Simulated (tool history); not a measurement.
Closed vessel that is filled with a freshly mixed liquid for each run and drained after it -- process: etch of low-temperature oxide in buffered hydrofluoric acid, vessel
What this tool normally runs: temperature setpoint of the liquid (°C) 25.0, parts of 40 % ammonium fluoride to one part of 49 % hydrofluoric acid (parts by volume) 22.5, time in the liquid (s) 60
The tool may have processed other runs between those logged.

run,hour,temperature setpoint of the liquid (°C),parts of 40 % ammonium fluoride to one part of 49 % hydrofluoric acid (parts by volume),time in the liquid (s),"read-back film thickness of the low-temperature oxide reference wafer, read on the same gauge (nm)",thickness taken off the low-temperature oxide on a monitor wafer (Å)
1,0.0,25.0,22.5,60,60.00,577.9
2,47.2,22.0,19.5,60,60.01,541.5
3,101.6,22.0,19.5,60,59.99,534.4
4,202.5,22.0,19.5,60,60.01,528.6
5,261.2,25.0,22.5,60,59.98,564.1
6,346.9,25.0,26.0,40,59.99,338.5
7,450.2,25.0,22.5,45,60.02,416.6
8,529.3,25.0,22.5,60,60.02,557.5
9,592.3,25.0,22.5,60,59.99,553.6
10,681.7,25.0,22.5,60,60.03,553.7
# hour 749.1: gauge calibrated
11,775.4,25.0,22.5,60,60.01,542.7
12,878.6,25.0,22.5,60,60.01,535.4
13,948.1,25.0,22.5,60,60.01,530.8
14,1005.1,25.0,22.5,60,59.99,529.0
# hour 1063.1: hydrofluoric acid flow meter replaced
15,1063.6,25.0,22.5,60,60.02,572.9
16,1141.9,26.5,22.5,75,60.00,771.5
17,1213.8,28.0,27.0,30,60.01,296.2
# hour 1259.8: thermometer replaced
18,1310.7,27.0,25.5,80,60.01,808.9
19,1359.3,25.0,22.5,75,60.00,742.0
20,1446.8,29.0,29.0,50,60.03,508.4
21,1530.7,28.0,27.0,30,60.01,301.0
22,1571.8,21.0,18.5,95,59.99,861.5
23,1675.2,29.5,22.5,90,60.00,1092.9
24,1721.0,25.0,25.5,30,59.99,265.1
25,1824.5,27.5,22.5,80,59.98,866.3
26,2063.0,21.0,27.0,95,60.00,633.1
27,2108.7,23.0,26.0,85,59.99,638.0
28,2182.2,25.0,29.5,90,59.99,691.1
29,2287.4,25.0,22.5,60,60.02,554.5
# hour 2405.6: gauge calibrated
# hour 2415.1: hydrofluoric acid flow meter replaced
30,2553.9,21.0,22.5,45,60.01,345.7
31,2649.0,29.5,15.5,30,60.00,505.7
32,2729.0,25.0,22.5,60,60.00,563.7
33,2822.3,20.5,18.5,60,60.01,508.7

Here are 3 independent what-if runs from the current tool condition. What would each one return?
A,2823.0,25.0,22.5,60,?,?
B,2823.0,28.5,22.5,60,?,?
C,2823.0,20.0,22.5,60,?,?

run,"read-back film thickness of the low-temperature oxide reference wafer, read on the same gauge (nm)",thickness taken off the low-temperature oxide on a monitor wafer (Å)
A,59.98,562.1
B,59.98,679.4
C,59.98,425.7
Stripped of hidden state, with their random variation kept, the same runs would have yielded:
run,thickness taken off the low-temperature oxide on a monitor wafer (Å)
A,596.1
B,719.9
C,452.0

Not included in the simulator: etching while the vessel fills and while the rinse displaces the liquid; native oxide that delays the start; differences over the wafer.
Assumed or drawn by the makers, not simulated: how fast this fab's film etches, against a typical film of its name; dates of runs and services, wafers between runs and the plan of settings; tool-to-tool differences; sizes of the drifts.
